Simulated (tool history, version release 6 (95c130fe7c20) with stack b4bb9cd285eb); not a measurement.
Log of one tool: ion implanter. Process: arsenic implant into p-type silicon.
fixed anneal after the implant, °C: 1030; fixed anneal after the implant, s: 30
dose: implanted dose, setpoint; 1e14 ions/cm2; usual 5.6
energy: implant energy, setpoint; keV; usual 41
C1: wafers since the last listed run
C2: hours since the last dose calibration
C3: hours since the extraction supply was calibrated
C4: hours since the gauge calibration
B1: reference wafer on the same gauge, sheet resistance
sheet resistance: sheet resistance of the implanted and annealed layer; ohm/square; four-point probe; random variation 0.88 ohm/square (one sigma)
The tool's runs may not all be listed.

Run 1, day 0: usual settings; C1 0; C2 1867.3; C3 2860.8; C4 1736.3; B1 139.77. Result: sheet resistance 171.64 ohm/square.
Run 2, day 1.792: usual settings; C1 635; C2 1910.3; C3 2903.8; C4 1779.3; B1 140.09. Result: sheet resistance 171.76 ohm/square.
Run 3, day 5.712: usual settings; C1 1391; C2 2004.4; C3 2997.9; C4 1873.4; B1 140. Result: sheet resistance 170.74 ohm/square.
At day 8.417: Faraday cup replaced and dose calibrated.
Run 4, day 9.392: usual settings; C1 1187; C2 23.4; C3 3086.2; C4 1961.7; B1 139.97. Result: sheet resistance 173.04 ohm/square.
Run 5, day 11.858: usual settings; C1 875; C2 82.6; C3 3145.4; C4 2020.9; B1 139.89. Result: sheet resistance 170.47 ohm/square.
Run 6, day 16.088: usual settings; C1 1500; C2 184.1; C3 3246.9; C4 2122.4; B1 140.05. Result: sheet resistance 171.06 ohm/square.
Run 7, day 17.729: usual settings; C1 582; C2 223.5; C3 3286.3; C4 2161.8; B1 139.82. Result: sheet resistance 172.59 ohm/square.
At day 19.571: extraction supply calibrated.
Run 8, day 19.6: usual settings; C1 545; C2 268.4; C3 0.7; C4 2206.7; B1 140. Result: sheet resistance 171.9 ohm/square.
Run 9, day 22.496: usual settings; C1 1027; C2 337.9; C3 70.2; C4 2276.2; B1 139.82. Result: sheet resistance 172.19 ohm/square.
Run 10, day 26.046: usual settings; C1 1259; C2 423.1; C3 155.4; C4 2361.4; B1 140.01. Result: sheet resistance 170.77 ohm/square.
Run 11, day 28.329: usual settings; C1 810; C2 477.9; C3 210.2; C4 2416.2; B1 139.91. Result: sheet resistance 173.3 ohm/square.
Run 12, day 31.817: usual settings; C1 1237; C2 561.6; C3 293.9; C4 2499.9; B1 139.79. Result: sheet resistance 171.61 ohm/square.
Run 13, day 34.725: usual settings but dose 4.82 1e14 ions/cm2, energy 30.5 keV; C1 1031; C2 631.4; C3 363.7; C4 2569.7; B1 140.01. Result: sheet resistance 201.53 ohm/square.
Run 14, day 38.867: usual settings; C1 1469; C2 730.8; C3 463.1; C4 2669.1; B1 139.97. Result: sheet resistance 172.74 ohm/square.
Run 15, day 41.392: usual settings; C1 895; C2 791.4; C3 523.7; C4 2729.7; B1 139.92. Result: sheet resistance 172.54 ohm/square.
At day 41.917: gauge calibrated.
Run 16, day 44.258: usual settings but dose 6.53 1e14 ions/cm2, energy 37 keV; C1 1017; C2 860.2; C3 592.5; C4 56.2; B1 139.76. Result: sheet resistance 155.52 ohm/square.
Run 17, day 46.479: usual settings but dose 6.21 1e14 ions/cm2, energy 33 keV; C1 787; C2 913.5; C3 645.8; C4 109.5; B1 139.9. Result: sheet resistance 163.53 ohm/square.
Run 18, day 48.054: usual settings but dose 7.02 1e14 ions/cm2, energy 52 keV; C1 558; C2 951.3; C3 683.6; C4 147.3; B1 140.12. Result: sheet resistance 138.57 ohm/square.
Run 19, day 52.421: usual settings but dose 5.16 1e14 ions/cm2, energy 33.5 keV; C1 1549; C2 1056.1; C3 788.4; C4 252.1; B1 140.01. Result: sheet resistance 189.77 ohm/square.
Run 20, day 54.329: usual settings but energy 29 keV; C1 677; C2 1101.9; C3 834.2; C4 297.9; B1 140.08. Result: sheet resistance 178.27 ohm/square.
Run 21, day 57.929: usual settings; C1 1277; C2 1188.3; C3 920.6; C4 384.3; B1 139.95. Result: sheet resistance 172.22 ohm/square.
Run 22, day 59.508: usual settings; C1 560; C2 1226.2; C3 958.5; C4 422.2; B1 140. Result: sheet resistance 171.58 ohm/square.
Run 23, day 61.35: usual settings but dose 6.24 1e14 ions/cm2, energy 35 keV; C1 653; C2 1270.4; C3 1002.7; C4 466.4; B1 140.13. Result: sheet resistance 162.01 ohm/square.
Run 24, day 63.021: usual settings; C1 592; C2 1310.5; C3 1042.8; C4 506.5; B1 139.98. Result: sheet resistance 171.01 ohm/square.
Run 25, day 67.4: usual settings; C1 1553; C2 1415.6; C3 1147.9; C4 611.6; B1 140.1. Result: sheet resistance 172.37 ohm/square.
Run 26, day 69.296: usual settings; C1 672; C2 1461.1; C3 1193.4; C4 657.1; B1 140.02. Result: sheet resistance 173.23 ohm/square.
Run 27, day 71.229: usual settings; C1 685; C2 1507.5; C3 1239.8; C4 703.5; B1 140.06. Result: sheet resistance 173.48 ohm/square.
Run 28, day 73.171: usual settings but dose 4.83 1e14 ions/cm2, energy 36.5 keV; C1 688; C2 1554.1; C3 1286.4; C4 750.1; B1 139.91. Result: sheet resistance 198.02 ohm/square.

Run 29 comes next. What will it give?
Run 29, day 76.383: usual settings but dose 6.84 1e14 ions/cm2; C1 1139; C2 1631.2; C3 1363.5; C4 827.2; B1 ?. Result: sheet resistance ?.

{"run 29": {"B1": 140.08, "sheet resistance": 146.71}}
Without the tool's hidden state the same run would have given sheet resistance 146.71 ohm/square.

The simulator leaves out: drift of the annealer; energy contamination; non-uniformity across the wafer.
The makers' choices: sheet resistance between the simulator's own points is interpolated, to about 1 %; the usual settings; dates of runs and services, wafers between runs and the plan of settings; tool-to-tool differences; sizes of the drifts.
